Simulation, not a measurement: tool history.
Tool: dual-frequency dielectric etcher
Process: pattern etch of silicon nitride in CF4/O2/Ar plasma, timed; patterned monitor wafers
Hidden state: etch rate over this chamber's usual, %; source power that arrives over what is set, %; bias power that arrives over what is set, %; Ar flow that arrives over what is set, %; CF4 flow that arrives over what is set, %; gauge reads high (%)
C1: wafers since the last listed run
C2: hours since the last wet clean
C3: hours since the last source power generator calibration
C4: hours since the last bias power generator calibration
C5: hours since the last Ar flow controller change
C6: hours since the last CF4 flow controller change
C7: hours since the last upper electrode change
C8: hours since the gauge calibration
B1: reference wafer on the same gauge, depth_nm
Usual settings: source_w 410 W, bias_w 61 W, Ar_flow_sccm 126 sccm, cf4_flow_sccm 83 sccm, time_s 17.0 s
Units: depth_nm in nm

Run 1, hour 0.0: usual settings but source_w 470 W, bias_w 76 W, Ar_flow_sccm 156 sccm, time_s 19.5 s; C1 0; C2 0.8; C3 30.0; C4 78.4; C5 64.5; C6 3516.3; C7 4121.0; C8 43.1; B1 29.38. Result: depth_nm 38.19 nm.
Run 2, hour 5.4: usual settings but bias_w 50 W; C1 86; C2 6.2; C3 35.4; C4 83.8; C5 69.9; C6 3521.7; C7 4126.4; C8 48.5; B1 29.36. Result: depth_nm 26.17 nm.
At hour 33.7: upper electrode replaced.
Run 3, hour 34.2: usual settings but bias_w 50 W, cf4_flow_sccm 94 sccm; C1 76; C2 35.0; C3 64.2; C4 112.6; C5 98.7; C6 3550.5; C7 0.5; C8 77.3; B1 29.41. Result: depth_nm 26.66 nm.
Run 4, hour 34.6: usual settings but bias_w 56 W; C1 6; C2 35.4; C3 64.6; C4 113.0; C5 99.1; C6 3550.9; C7 0.9; C8 77.7; B1 29.35. Result: depth_nm 27.21 nm.
At hour 45.4: CF4 flow controller replaced.
Run 5, hour 45.9: usual settings but bias_w 66 W; C1 84; C2 46.7; C3 75.9; C4 124.3; C5 110.4; C6 0.5; C7 12.2; C8 89.0; B1 29.46. Result: depth_nm 28.85 nm.
Run 6, hour 50.3: usual settings; C1 70; C2 51.1; C3 80.3; C4 128.7; C5 114.8; C6 4.9; C7 16.6; C8 93.4; B1 29.42. Result: depth_nm 27.81 nm.
Run 7, hour 68.1: usual settings but source_w 490 W, Ar_flow_sccm 143 sccm, cf4_flow_sccm 76 sccm; C1 285; C2 68.9; C3 98.1; C4 146.5; C5 132.6; C6 22.7; C7 34.4; C8 111.2; B1 29.45. Result: depth_nm 31.17 nm.
Run 8, hour 82.4: usual settings but source_w 490 W, Ar_flow_sccm 98 sccm, cf4_flow_sccm 77 sccm; C1 229; C2 83.2; C3 112.4; C4 160.8; C5 146.9; C6 37.0; C7 48.7; C8 125.5; B1 29.40. Result: depth_nm 32.34 nm.
Run 9, hour 96.1: usual settings but bias_w 49 W, Ar_flow_sccm 111 sccm, cf4_flow_sccm 73 sccm; C1 219; C2 96.9; C3 126.1; C4 174.5; C5 160.6; C6 50.7; C7 62.4; C8 139.2; B1 29.39. Result: depth_nm 25.52 nm.
Run 10, hour 106.4: usual settings but bias_w 65 W; C1 165; C2 107.2; C3 136.4; C4 184.8; C5 170.9; C6 61.0; C7 72.7; C8 149.5; B1 29.39. Result: depth_nm 28.37 nm.
Run 11, hour 116.1: usual settings but source_w 320 W, bias_w 53 W, time_s 13.0 s; C1 155; C2 116.9; C3 146.1; C4 194.5; C5 180.6; C6 70.7; C7 82.4; C8 159.2; B1 29.44. Result: depth_nm 16.74 nm.
Run 12, hour 130.2: usual settings but Ar_flow_sccm 102 sccm; C1 226; C2 131.0; C3 160.2; C4 208.6; C5 194.7; C6 84.8; C7 96.5; C8 173.3; B1 29.41. Result: depth_nm 28.25 nm.
Run 13, hour 146.1: usual settings but cf4_flow_sccm 100 sccm; C1 254; C2 146.9; C3 176.1; C4 224.5; C5 210.6; C6 100.7; C7 112.4; C8 189.2; B1 29.38. Result: depth_nm 28.39 nm.
Run 14, hour 164.0: usual settings but cf4_flow_sccm 65 sccm; C1 286; C2 164.8; C3 194.0; C4 242.4; C5 228.5; C6 118.6; C7 130.3; C8 207.1; B1 29.39. Result: depth_nm 26.94 nm.
Run 15, hour 181.9: usual settings but bias_w 75 W, Ar_flow_sccm 108 sccm, cf4_flow_sccm 97 sccm; C1 286; C2 182.7; C3 211.9; C4 260.3; C5 246.4; C6 136.5; C7 148.2; C8 225.0; B1 29.41. Result: depth_nm 30.64 nm.
Run 16, hour 197.8: usual settings but time_s 22.0 s; C1 254; C2 198.6; C3 227.8; C4 276.2; C5 262.3; C6 152.4; C7 164.1; C8 240.9; B1 29.40. Result: depth_nm 35.61 nm.
Run 17, hour 211.6: usual settings but source_w 380 W; C1 221; C2 212.4; C3 241.6; C4 290.0; C5 276.1; C6 166.2; C7 177.9; C8 254.7; B1 29.41. Result: depth_nm 25.93 nm.
Run 18, hour 227.3: usual settings; C1 251; C2 228.1; C3 257.3; C4 305.7; C5 291.8; C6 181.9; C7 193.6; C8 270.4; B1 29.41. Result: depth_nm 27.52 nm.
Run 19, hour 238.4: usual settings but bias_w 72 W; C1 177; C2 239.2; C3 268.4; C4 316.8; C5 302.9; C6 193.0; C7 204.7; C8 281.5; B1 29.42. Result: depth_nm 29.13 nm.
Run 20, hour 255.8: usual settings; C1 278; C2 256.6; C3 285.8; C4 334.2; C5 320.3; C6 210.4; C7 222.1; C8 298.9; B1 29.41. Result: depth_nm 27.43 nm.

Forecast each of these 5 alternatives for the next run:
Run A, hour 256.2: usual settings but cf4_flow_sccm 90 sccm; C1 6; C2 257.0; C3 286.2; C4 334.6; C5 320.7; C6 210.8; C7 222.5; C8 299.3; B1 ?. Result: depth_nm ?.
Run B, hour 256.2: usual settings but cf4_flow_sccm 100 sccm, time_s 20.0 s; C1 6; C2 257.0; C3 286.2; C4 334.6; C5 320.7; C6 210.8; C7 222.5; C8 299.3; B1 ?. Result: depth_nm ?.
Run C, hour 256.2: usual settings but source_w 480 W; C1 6; C2 257.0; C3 286.2; C4 334.6; C5 320.7; C6 210.8; C7 222.5; C8 299.3; B1 ?. Result: depth_nm ?.
Run D, hour 256.2: usual settings but bias_w 47 W, Ar_flow_sccm 134 sccm; C1 6; C2 257.0; C3 286.2; C4 334.6; C5 320.7; C6 210.8; C7 222.5; C8 299.3; B1 ?. Result: depth_nm ?.
Run E, hour 256.2: usual settings but bias_w 55 W; C1 6; C2 257.0; C3 286.2; C4 334.6; C5 320.7; C6 210.8; C7 222.5; C8 299.3; B1 ?. Result: depth_nm ?.

run     B1  depth_nm
  A  29.38     27.88
  B  29.38     33.24
  C  29.38     31.15
  D  29.38     25.12
  E  29.38     26.62
Without the tool's hidden state the same runs would have given:
run  depth_nm
  A     28.71
  B     34.23
  C     32.07
  D     25.86
  E     27.41

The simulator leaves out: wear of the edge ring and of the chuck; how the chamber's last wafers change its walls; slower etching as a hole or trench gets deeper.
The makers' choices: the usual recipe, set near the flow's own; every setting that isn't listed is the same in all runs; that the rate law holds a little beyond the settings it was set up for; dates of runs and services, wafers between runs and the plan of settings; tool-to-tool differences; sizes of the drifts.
